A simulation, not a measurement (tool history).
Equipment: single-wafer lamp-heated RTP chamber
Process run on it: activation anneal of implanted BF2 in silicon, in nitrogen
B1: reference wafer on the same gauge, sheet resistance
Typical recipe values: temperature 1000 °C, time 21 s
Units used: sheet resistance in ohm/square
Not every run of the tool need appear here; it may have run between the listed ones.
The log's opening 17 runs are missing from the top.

{"run": 18, "hour": 407.4, "temperature": 1025, "time": 15, "B1": 199.95, "sheet resistance": 146.56}
{"run": 19, "hour": 443.2, "temperature": 982, "time": 16, "B1": 200.36, "sheet resistance": 190.79}
{"run": 20, "hour": 460.8, "temperature": 1000, "time": 21, "B1": 199.88, "sheet resistance": 162.46}
{"run": 21, "hour": 527.6, "temperature": 1000, "time": 21, "B1": 199.87, "sheet resistance": 159.54}
{"hour": 558.4, "done": "pyrometer window cleaned and pyrometer calibrated"}
{"run": 22, "hour": 559.3, "temperature": 1000, "time": 21, "B1": 200.18, "sheet resistance": 158.79}
{"run": 23, "hour": 578.3, "temperature": 983, "time": 15, "B1": 199.94, "sheet resistance": 186.94}
{"run": 24, "hour": 609.1, "temperature": 976, "time": 21, "B1": 200.15, "sheet resistance": 189.99}
{"run": 25, "hour": 640.4, "temperature": 983, "time": 15, "B1": 200.43, "sheet resistance": 185.25}
{"run": 26, "hour": 665.7, "temperature": 980, "time": 12, "B1": 199.91, "sheet resistance": 194.1}
{"run": 27, "hour": 695.7, "temperature": 1027, "time": 30, "B1": 200.11, "sheet resistance": 128.34}
{"run": 28, "hour": 723.2, "temperature": 1017, "time": 28, "B1": 199.98, "sheet resistance": 136.35}
{"run": 29, "hour": 754.1, "temperature": 1024, "time": 30, "B1": 200.23, "sheet resistance": 130.18}
{"run": 30, "hour": 767.9, "temperature": 981, "time": 11, "B1": 200.12, "sheet resistance": 192.43}
{"hour": 804.1, "done": "pyrometer window cleaned and pyrometer calibrated"}
{"run": 31, "hour": 804.6, "temperature": 1025, "time": 17, "B1": 200.09, "sheet resistance": 139.6}
{"run": 32, "hour": 830.7, "temperature": 1027, "time": 9, "B1": 200.07, "sheet resistance": 149.21}
{"run": 33, "hour": 865.8, "temperature": 1029, "time": 14, "B1": 199.68, "sheet resistance": 140.2}
{"run": 34, "hour": 897.7, "temperature": 1027, "time": 9, "B1": 199.76, "sheet resistance": 149.96}
{"run": 35, "hour": 919.8, "temperature": 1000, "time": 21, "B1": 200.4, "sheet resistance": 157.81}

Run 36, settings as shown, results not yet in. Your forecast:
{"run": 36, "hour": 951.3, "temperature": 1029, "time": 11, "B1": "?", "sheet resistance": "?"}

{"run 36": {"B1": 200.09, "sheet resistance": 144.64}}
The same run, on a tool lacking any hidden state, would have yielded sheet resistance 151.26 ohm/square.
